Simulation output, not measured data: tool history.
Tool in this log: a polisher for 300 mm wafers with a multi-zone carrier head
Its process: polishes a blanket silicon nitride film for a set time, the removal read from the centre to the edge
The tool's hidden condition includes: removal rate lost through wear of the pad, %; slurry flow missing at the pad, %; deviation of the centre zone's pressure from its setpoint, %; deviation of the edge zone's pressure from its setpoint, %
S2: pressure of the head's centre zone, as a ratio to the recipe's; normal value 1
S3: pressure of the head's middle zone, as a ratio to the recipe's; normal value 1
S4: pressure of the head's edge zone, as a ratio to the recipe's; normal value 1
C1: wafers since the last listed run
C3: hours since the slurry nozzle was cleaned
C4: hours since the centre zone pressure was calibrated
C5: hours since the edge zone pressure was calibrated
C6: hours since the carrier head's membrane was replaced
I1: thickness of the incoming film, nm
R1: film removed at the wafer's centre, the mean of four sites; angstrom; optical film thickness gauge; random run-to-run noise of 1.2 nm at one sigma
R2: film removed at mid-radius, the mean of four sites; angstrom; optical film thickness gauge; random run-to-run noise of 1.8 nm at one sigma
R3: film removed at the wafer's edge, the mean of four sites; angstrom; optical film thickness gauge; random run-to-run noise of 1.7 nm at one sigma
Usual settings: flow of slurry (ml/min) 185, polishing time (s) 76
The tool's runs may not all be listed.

{"run": 1, "day": 0.0, "flow of slurry (ml/min)": 185, "S2": 1, "S3": 1, "S4": 1.05, "polishing time (s)": 76, "C1": 0, "wafers polished on this pad": 1078, "C3": 65.3, "C4": 1159.4, "C5": 1160.5, "C6": 1812.1, "I1": 533, "R1": 1470, "R2": 1562, "R3": 1597}
{"day": 1.017, "done": "worn pad replaced by a new one"}
{"run": 2, "day": 1.246, "flow of slurry (ml/min)": 185, "S2": 1, "S3": 1, "S4": 1, "polishing time (s)": 76, "C1": 304, "wafers polished on this pad": 64, "C3": 95.2, "C4": 1189.3, "C5": 1190.4, "C6": 1842, "I1": 530.2, "R1": 1484, "R2": 1581, "R3": 1559}
{"run": 3, "day": 2.729, "flow of slurry (ml/min)": 185, "S2": 1, "S3": 1, "S4": 1, "polishing time (s)": 76, "C1": 418, "wafers polished on this pad": 482, "C3": 130.8, "C4": 1224.9, "C5": 1226, "C6": 1877.6, "I1": 528.1, "R1": 1480, "R2": 1572, "R3": 1523}
{"run": 4, "day": 4.025, "flow of slurry (ml/min)": 185, "S2": 1, "S3": 1, "S4": 1, "polishing time (s)": 76, "C1": 365, "wafers polished on this pad": 848, "C3": 161.9, "C4": 1256, "C5": 1257.1, "C6": 1908.7, "I1": 532.2, "R1": 1446, "R2": 1556, "R3": 1571}
{"run": 5, "day": 4.696, "flow of slurry (ml/min)": 185, "S2": 1, "S3": 1, "S4": 1, "polishing time (s)": 76, "C1": 189, "wafers polished on this pad": 1037, "C3": 178, "C4": 1272.1, "C5": 1273.2, "C6": 1924.8, "I1": 540.8, "R1": 1468, "R2": 1550, "R3": 1528}
{"day": 5.6, "done": "worn pad replaced by a new one"}
{"run": 6, "day": 5.883, "flow of slurry (ml/min)": 215, "S2": 1, "S3": 1, "S4": 1, "polishing time (s)": 76, "C1": 287, "wafers polished on this pad": 79, "C3": 206.5, "C4": 1300.6, "C5": 1301.7, "C6": 1953.3, "I1": 524.9, "R1": 1494, "R2": 1585, "R3": 1575}
{"run": 7, "day": 6.604, "flow of slurry (ml/min)": 185, "S2": 1, "S3": 0.95, "S4": 1, "polishing time (s)": 76, "C1": 203, "wafers polished on this pad": 283, "C3": 223.8, "C4": 1317.9, "C5": 1319, "C6": 1970.6, "I1": 524.1, "R1": 1448, "R2": 1495, "R3": 1506}
{"run": 8, "day": 7.325, "flow of slurry (ml/min)": 185, "S2": 1, "S3": 0.95, "S4": 1, "polishing time (s)": 76, "C1": 203, "wafers polished on this pad": 486, "C3": 241.1, "C4": 1335.2, "C5": 1336.3, "C6": 1987.9, "I1": 521.2, "R1": 1432, "R2": 1487, "R3": 1543}
{"run": 9, "day": 8.225, "flow of slurry (ml/min)": 185, "S2": 1, "S3": 0.95, "S4": 1, "polishing time (s)": 76, "C1": 253, "wafers polished on this pad": 740, "C3": 262.7, "C4": 1356.8, "C5": 1357.9, "C6": 2009.5, "I1": 529.8, "R1": 1428, "R2": 1475, "R3": 1506}
{"day": 8.883, "done": "carrier head's membrane replaced by a new one"}
{"run": 10, "day": 9.621, "flow of slurry (ml/min)": 185, "S2": 1, "S3": 1.09, "S4": 1, "polishing time (s)": 76, "C1": 334, "wafers polished on this pad": 1075, "C3": 296.2, "C4": 1390.3, "C5": 1391.4, "C6": 17.7, "I1": 536, "R1": 1453, "R2": 1598, "R3": 1536}
{"day": 9.838, "done": "worn pad replaced by a new one"}
{"run": 11, "day": 10.496, "flow of slurry (ml/min)": 185, "S2": 1, "S3": 1, "S4": 1, "polishing time (s)": 76, "C1": 199, "wafers polished on this pad": 185, "C3": 317.2, "C4": 1411.3, "C5": 1412.4, "C6": 38.7, "I1": 536.7, "R1": 1459, "R2": 1570, "R3": 1545}
{"day": 11.088, "done": "centre zone pressure recalibrated"}
{"run": 12, "day": 11.396, "flow of slurry (ml/min)": 185, "S2": 1, "S3": 1, "S4": 1, "polishing time (s)": 76, "C1": 230, "wafers polished on this pad": 415, "C3": 338.8, "C4": 7.4, "C5": 1434, "C6": 60.3, "I1": 529.4, "R1": 1431, "R2": 1553, "R3": 1553}
{"day": 12.333, "done": "slurry nozzle cleaned"}
{"run": 13, "day": 12.767, "flow of slurry (ml/min)": 185, "S2": 1.12, "S3": 0.89, "S4": 1.06, "polishing time (s)": 59, "C1": 374, "wafers polished on this pad": 790, "C3": 10.4, "C4": 40.3, "C5": 1466.9, "C6": 93.2, "I1": 531.1, "R1": 1173, "R2": 1068, "R3": 1170}
{"run": 14, "day": 13.738, "flow of slurry (ml/min)": 185, "S2": 1, "S3": 1.12, "S4": 1.08, "polishing time (s)": 76, "C1": 273, "wafers polished on this pad": 1064, "C3": 33.7, "C4": 63.6, "C5": 1490.2, "C6": 116.5, "I1": 531, "R1": 1313, "R2": 1541, "R3": 1523}
{"day": 14.167, "done": "worn pad replaced by a new one"}
{"run": 15, "day": 14.975, "flow of slurry (ml/min)": 245, "S2": 1, "S3": 0.91, "S4": 1.08, "polishing time (s)": 76, "C1": 301, "wafers polished on this pad": 227, "C3": 63.4, "C4": 93.3, "C5": 1519.9, "C6": 146.2, "I1": 535.4, "R1": 1412, "R2": 1449, "R3": 1620}
{"day": 16.108, "done": "slurry nozzle cleaned, repeated, since the last time left the tool worse"}
{"run": 16, "day": 16.129, "flow of slurry (ml/min)": 185, "S2": 1, "S3": 0.95, "S4": 1, "polishing time (s)": 103, "C1": 313, "wafers polished on this pad": 541, "C3": 0.5, "C4": 121, "C5": 1547.6, "C6": 173.9, "I1": 537.5, "R1": 2070, "R2": 2095, "R3": 2113}
{"run": 17, "day": 16.975, "flow of slurry (ml/min)": 185, "S2": 1, "S3": 1, "S4": 1, "polishing time (s)": 76, "C1": 238, "wafers polished on this pad": 780, "C3": 20.8, "C4": 141.3, "C5": 1567.9, "C6": 194.2, "I1": 521.5, "R1": 1509, "R2": 1576, "R3": 1593}
{"run": 18, "day": 17.558, "flow of slurry (ml/min)": 150, "S2": 0.93, "S3": 1, "S4": 1, "polishing time (s)": 76, "C1": 164, "wafers polished on this pad": 944, "C3": 34.8, "C4": 155.3, "C5": 1581.9, "C6": 208.2, "I1": 531.9, "R1": 1319, "R2": 1523, "R3": 1535}
{"day": 17.846, "done": "edge zone pressure recalibrated"}
{"day": 18.825, "done": "worn pad replaced by a new one"}
{"run": 19, "day": 18.929, "flow of slurry (ml/min)": 225, "S2": 1, "S3": 1, "S4": 1, "polishing time (s)": 76, "C1": 316, "wafers polished on this pad": 28, "C3": 67.7, "C4": 188.2, "C5": 26, "C6": 241.1, "I1": 529.9, "R1": 1534, "R2": 1642, "R3": 1596}
{"run": 20, "day": 19.65, "flow of slurry (ml/min)": 155, "S2": 1.04, "S3": 0.9, "S4": 1, "polishing time (s)": 50, "C1": 203, "wafers polished on this pad": 232, "C3": 85, "C4": 205.5, "C5": 43.3, "C6": 258.4, "I1": 520, "R1": 957, "R2": 944, "R3": 997}
{"run": 21, "day": 21.096, "flow of slurry (ml/min)": 185, "S2": 1, "S3": 1, "S4": 1, "polishing time (s)": 76, "C1": 407, "wafers polished on this pad": 639, "C3": 119.7, "C4": 240.2, "C5": 78, "C6": 293.1, "I1": 540.7, "R1": 1465, "R2": 1562, "R3": 1557}
{"run": 22, "day": 22.812, "flow of slurry (ml/min)": 185, "S2": 1, "S3": 1, "S4": 1, "polishing time (s)": 76, "C1": 484, "wafers polished on this pad": 1123, "C3": 160.9, "C4": 281.4, "C5": 119.2, "C6": 334.3, "I1": 526.7, "R1": 1459, "R2": 1563, "R3": 1542}

Each row is a separate what-if for the run after 22, all from the same tool condition, not one after another. Results?
{"run": "A", "day": 22.829, "flow of slurry (ml/min)": 185, "S2": 1, "S3": 1, "S4": 1, "polishing time (s)": 87, "C1": 4, "wafers polished on this pad": 1128, "C3": 161.3, "C4": 281.8, "C5": 119.6, "C6": 334.7, "I1": 534.7, "R1": "?", "R2": "?", "R3": "?"}
{"run": "B", "day": 22.829, "flow of slurry (ml/min)": 185, "S2": 1, "S3": 1, "S4": 0.89, "polishing time (s)": 56, "C1": 4, "wafers polished on this pad": 1128, "C3": 161.3, "C4": 281.8, "C5": 119.6, "C6": 334.7, "I1": 534.7, "R1": "?", "R2": "?", "R3": "?"}
{"run": "C", "day": 22.829, "flow of slurry (ml/min)": 160, "S2": 0.92, "S3": 1, "S4": 1, "polishing time (s)": 76, "C1": 4, "wafers polished on this pad": 1128, "C3": 161.3, "C4": 281.8, "C5": 119.6, "C6": 334.7, "I1": 534.7, "R1": "?", "R2": "?", "R3": "?"}

run=A R1=1649 R2=1759 R3=1782
run=B R1=1061 R2=1132 R3=1086
run=C R1=1276 R2=1487 R3=1521
The same runs, with their run-to-run variation unchanged, on a tool lacking any hidden condition would have given:
run=A R1=1717 R2=1823 R3=1830
run=B R1=1106 R2=1174 R3=1115
run=C R1=1338 R2=1551 R3=1567

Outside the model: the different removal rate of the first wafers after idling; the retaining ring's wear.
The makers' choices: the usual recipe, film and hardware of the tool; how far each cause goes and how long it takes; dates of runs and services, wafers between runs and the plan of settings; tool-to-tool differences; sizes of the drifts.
